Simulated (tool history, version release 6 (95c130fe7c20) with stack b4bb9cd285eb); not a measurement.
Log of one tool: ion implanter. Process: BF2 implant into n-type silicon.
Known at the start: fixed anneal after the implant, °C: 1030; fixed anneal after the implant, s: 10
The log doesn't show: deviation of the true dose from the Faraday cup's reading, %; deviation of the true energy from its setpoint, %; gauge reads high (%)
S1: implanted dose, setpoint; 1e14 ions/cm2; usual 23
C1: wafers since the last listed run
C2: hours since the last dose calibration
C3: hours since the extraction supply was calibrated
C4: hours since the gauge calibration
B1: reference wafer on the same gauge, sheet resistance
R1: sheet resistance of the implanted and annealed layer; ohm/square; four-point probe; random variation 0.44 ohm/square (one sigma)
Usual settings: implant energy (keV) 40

Run 1, hour 0: usual settings; C1 0; C2 1503; C3 3598.6; C4 88.8; B1 107.75. Result: R1 114.35 ohm/square.
Run 2, hour 45.4: usual settings; C1 1408; C2 1548.4; C3 3644; C4 134.2; B1 107.9. Result: R1 114.63 ohm/square.
Run 3, hour 74.5: usual settings; C1 902; C2 1577.5; C3 3673.1; C4 163.3; B1 108.13. Result: R1 113.96 ohm/square.
Run 4, hour 106.4: usual settings; C1 989; C2 1609.4; C3 3705; C4 195.2; B1 108.17. Result: R1 114.11 ohm/square.
Run 5, hour 145.6: usual settings; C1 1216; C2 1648.6; C3 3744.2; C4 234.4; B1 107.97. Result: R1 114.38 ohm/square.
Run 6, hour 214: usual settings; C1 2122; C2 1717; C3 3812.6; C4 302.8; B1 108.04. Result: R1 114.82 ohm/square.
Run 7, hour 269.8: usual settings; C1 1731; C2 1772.8; C3 3868.4; C4 358.6; B1 108.2. Result: R1 113.47 ohm/square.
Run 8, hour 329.3: usual settings; C1 1846; C2 1832.3; C3 3927.9; C4 418.1; B1 108.09. Result: R1 113.36 ohm/square.
Run 9, hour 360.5: usual settings; C1 968; C2 1863.5; C3 3959.1; C4 449.3; B1 108.17. Result: R1 114.31 ohm/square.
Run 10, hour 418.8: usual settings; C1 1808; C2 1921.8; C3 4017.4; C4 507.6; B1 107.86. Result: R1 115.21 ohm/square.
At hour 479.9: gauge calibrated.
Run 11, hour 486.1: usual settings; C1 2088; C2 1989.1; C3 4084.7; C4 6.2; B1 108.11. Result: R1 114.47 ohm/square.
Run 12, hour 539.6: usual settings but S1 18.09 1e14 ions/cm2, implant energy (keV) 35.5; C1 1659; C2 2042.6; C3 4138.2; C4 59.7; B1 108.02. Result: R1 124.21 ohm/square.
Run 13, hour 566.5: usual settings but implant energy (keV) 44; C1 834; C2 2069.5; C3 4165.1; C4 86.6; B1 108.15. Result: R1 109.11 ohm/square.
Run 14, hour 633.6: usual settings; C1 2081; C2 2136.6; C3 4232.2; C4 153.7; B1 107.92. Result: R1 114.52 ohm/square.
At hour 676.2: Faraday cup replaced and dose calibrated.
Run 15, hour 738.4: usual settings but S1 28.12 1e14 ions/cm2; C1 3003; C2 62.2; C3 4337; C4 258.5; B1 107.89. Result: R1 112.9 ohm/square.
At hour 772.3: extraction supply calibrated.
Run 16, hour 809.2: usual settings but S1 28.17 1e14 ions/cm2, implant energy (keV) 30; C1 1948; C2 133; C3 36.9; C4 329.3; B1 107.95. Result: R1 130.86 ohm/square.
Run 17, hour 868.5: usual settings but S1 29.8 1e14 ions/cm2, implant energy (keV) 32.5; C1 1839; C2 192.3; C3 96.2; C4 388.6; B1 107.93. Result: R1 126.93 ohm/square.
At hour 931: gauge calibrated.
Run 18, hour 974.1: usual settings but S1 19 1e14 ions/cm2, implant energy (keV) 52; C1 3276; C2 297.9; C3 201.8; C4 43.1; B1 108.12. Result: R1 103.06 ohm/square.

5 ways to go on from here, each from the tool as it stands after run 18. What would each give?
Run A, hour 974.5: usual settings; C1 12; C2 298.3; C3 202.2; C4 43.5; B1 ?. Result: R1 ?.
Run B, hour 974.5: usual settings but S1 25.77 1e14 ions/cm2; C1 12; C2 298.3; C3 202.2; C4 43.5; B1 ?. Result: R1 ?.
Run C, hour 974.5: usual settings but implant energy (keV) 26.5; C1 12; C2 298.3; C3 202.2; C4 43.5; B1 ?. Result: R1 ?.
Run D, hour 974.5: usual settings but S1 28.53 1e14 ions/cm2; C1 12; C2 298.3; C3 202.2; C4 43.5; B1 ?. Result: R1 ?.
Run E, hour 974.5: usual settings but S1 28.77 1e14 ions/cm2, implant energy (keV) 30.5; C1 12; C2 298.3; C3 202.2; C4 43.5; B1 ?. Result: R1 ?.

run      B1      R1
  A  108.07  113.96
  B  108.07  113.03
  C  108.07  140.67
  D  108.07  112.32
  E  108.07  129.63
Without the tool's hidden state the same runs would have given:
run      R1
  A  113.96
  B  113.03
  C  140.67
  D  112.32
  E  129.63

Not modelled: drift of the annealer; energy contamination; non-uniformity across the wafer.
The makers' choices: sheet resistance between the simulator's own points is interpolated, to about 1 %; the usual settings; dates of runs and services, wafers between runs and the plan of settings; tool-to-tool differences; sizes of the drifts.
